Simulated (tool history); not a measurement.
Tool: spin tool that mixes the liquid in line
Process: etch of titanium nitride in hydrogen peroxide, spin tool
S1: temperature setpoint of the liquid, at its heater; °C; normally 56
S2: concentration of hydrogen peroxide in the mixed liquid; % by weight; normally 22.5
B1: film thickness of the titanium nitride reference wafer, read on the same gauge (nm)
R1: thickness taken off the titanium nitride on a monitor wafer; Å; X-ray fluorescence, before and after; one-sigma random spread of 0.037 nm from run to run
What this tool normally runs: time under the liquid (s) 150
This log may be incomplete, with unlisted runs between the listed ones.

Run 1, hour 0: usual settings; B1 39.44. Result: R1 109.2 Å.
Run 2, hour 96.6: usual settings; B1 39.45. Result: R1 108.9 Å.
At hour 140.1: peroxide flow meter replaced.
Run 3, hour 197.4: usual settings; B1 39.41. Result: R1 108.7 Å.
Run 4, hour 262.8: usual settings; B1 39.4. Result: R1 109.1 Å.
At hour 295.2: thermometer replaced.
Run 5, hour 345.7: usual settings but S2 18.5 % by weight, time under the liquid (s) 210; B1 39.37. Result: R1 146.7 Å.
Run 6, hour 440.5: usual settings; B1 39.32. Result: R1 108.9 Å.
At hour 479.3: gauge calibrated.
At hour 486.1: heated supply line repaired.
Run 7, hour 518.4: usual settings but S1 53 °C, S2 26 % by weight; B1 39.92. Result: R1 92.2 Å.
Run 8, hour 582.4: usual settings; B1 39.89. Result: R1 110.6 Å.
Run 9, hour 639.5: usual settings but S1 60.5 °C, S2 25 % by weight, time under the liquid (s) 225; B1 39.89. Result: R1 231 Å.
Run 10, hour 730: usual settings but S1 59 °C, time under the liquid (s) 220; B1 39.87. Result: R1 199.2 Å.
Run 11, hour 792.9: usual settings but S1 65 °C, S2 20 % by weight; B1 39.82. Result: R1 197.1 Å.
Run 12, hour 862.8: usual settings but S1 48.5 °C, S2 26.5 % by weight, time under the liquid (s) 195; B1 39.8. Result: R1 87.3 Å.
Run 13, hour 934.1: usual settings but S1 51 °C, S2 19 % by weight, time under the liquid (s) 225; B1 39.76. Result: R1 112 Å.
Run 14, hour 987.8: usual settings but S1 50.5 °C, S2 25 % by weight, time under the liquid (s) 190; B1 39.78. Result: R1 96 Å.
At hour 1041.8: new drum of peroxide connected.
Run 15, hour 1091: usual settings but S2 28 % by weight; B1 39.78. Result: R1 115.5 Å.

Predict the results of run 16:
At hour 1101.6: peroxide flow meter replaced.
Run 16, hour 1194.1: usual settings; B1 ?. Result: R1 ?.

B1: 39.75
R1: 110.3 Å
Without the tool's hidden state the same run would have given R1 111.1 Å.

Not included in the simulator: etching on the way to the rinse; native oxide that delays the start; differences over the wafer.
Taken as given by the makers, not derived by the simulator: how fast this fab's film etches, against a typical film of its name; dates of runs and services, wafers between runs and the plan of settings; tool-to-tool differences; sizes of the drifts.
